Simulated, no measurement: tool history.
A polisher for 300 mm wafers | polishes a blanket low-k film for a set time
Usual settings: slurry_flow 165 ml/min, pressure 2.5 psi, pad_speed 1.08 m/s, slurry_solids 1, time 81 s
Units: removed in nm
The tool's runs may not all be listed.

run    hour  slurry_flow  pressure  pad_speed  slurry_solids  time  wafers since the last listed run  wafers polished on this pad  hours since the slurry nozzle was cleaned  hours since the head pressure was calibrated  hours since the slurry blender was calibrated  hours since the conditioning disc was replaced  incoming thickness of the incoming film, nm  removed
  1       0          165       2.5       1.08              1    81                                 0                          109                                       71.4                                         126.7                                          226.6                                           381.8                                        557.2     41.8
       18.8  -- conditioning disc replaced and pad reconditioned
       85.1  -- slurry blender recalibrated
  2      86          165       2.5       1.08              1    81                               517                          627                                      157.4                                         212.7                                            0.9                                            67.2                                        560.1     40.6
  3   179.8          165       2.5       1.08              1    81                               591                         1219                                      251.2                                         306.5                                           94.7                                             161                                        559.8       40
      190.6  -- slurry nozzle cleaned
  4   250.8          165       2.5       1.08              1    81                               441                         1660                                       60.2                                         377.5                                          165.7                                             232                                        569.8     38.7
      278.1  -- worn pad replaced by a new one
  5   332.3          165       2.5       1.08              1    81                               488                          341                                      141.7                                           459                                          247.2                                           313.5                                        563.4     40.9
      341.7  -- slurry blender recalibrated
  6   377.2          165       2.5       1.08              1    81                               270                          612                                      186.6                                         503.9                                           35.5                                           358.4                                        567.4     39.1
  7   423.5          165       2.5       1.18              1    81                               292                          904                                      232.9                                         550.2                                           81.8                                           404.7                                        556.2     41.8
      486.3  -- conditioning disc replaced and pad reconditioned
      492.4  -- slurry nozzle cleaned
        506  -- head pressure recalibrated
      549.6  -- worn pad replaced by a new one
      643.4  -- slurry blender recalibrated
  8   680.7          165       2.5       1.18              1    81                              1553                          814                                      188.3                                         174.7                                           37.3                                           194.4                                        557.5       43
  9   726.2          165       2.2       1.08              1    67                               287                         1101                                      233.8                                         220.2                                           82.8                                           239.9                                        558.7     30.5
      786.6  -- slurry nozzle cleaned
      815.6  -- worn pad replaced by a new one
 10   825.8          165       2.5       1.32           0.85    81                               596                           64                                       39.2                                         319.8                                          182.4                                           339.5                                        559.5     48.7
 11   883.4          165       2.5       1.08              1    81                               363                          427                                       96.8                                         377.4                                            240                                           397.1                                        560.8     41.2
      904.3  -- slurry blender recalibrated
      936.9  -- conditioning disc replaced and pad reconditioned
 12   937.4          165       2.5       1.08              1    81                               315                          743                                      150.8                                         431.4                                           33.1                                             0.5                                        557.6     39.5
      989.6  -- head pressure recalibrated
 13  1030.7          165       3.1       1.08              1    81                               575                         1319                                      244.1                                          41.1                                          126.4                                            93.8                                        559.9       46
     1108.9  -- slurry nozzle cleaned
     1120.2  -- worn pad replaced by a new one
 14  1120.7          165       2.5       1.08           1.25   108                               536                            2                                       11.8                                         131.1                                          216.4                                           183.8                                          565       61
     1182.7  -- slurry blender recalibrated
 15  1256.4          165       2.5       1.08            1.1    94                               843                          846                                      147.5                                         266.8                                           73.7                                           319.5                                        555.8     47.3
 16  1320.4          165       1.8       1.08              1    81                               403                         1250                                      211.5                                         330.8                                          137.7                                           383.5                                        555.1     33.2
     1402.1  -- slurry nozzle cleaned
     1405.4  -- conditioning disc replaced and pad reconditioned
     1405.6  -- worn pad replaced by a new one
 17  1425.7          165       2.5       0.84              1    81                               644                          126                                       23.6                                         436.1                                            243                                            20.3                                        569.6     34.1

The same runs without the tool's hidden state, with the same run-to-run variation:
The hidden state here: removal rate lost through wear of the pad, %; slurry flow missing at the pad, %; deviation of the head's pressure from its setpoint, %; abrasive missing from the slurry, %; time polished since the conditioner stopped cutting, s.
run  removed
  1     43.1
  2       44
  3     44.3
  4     43.1
  5     43.5
  6     42.5
  7     46.1
  8     46.4
  9     33.2
 10     49.5
 11     43.7
 12     42.7
 13     50.7
 14     61.5
 15     51.4
 16     36.6
 17     35.1
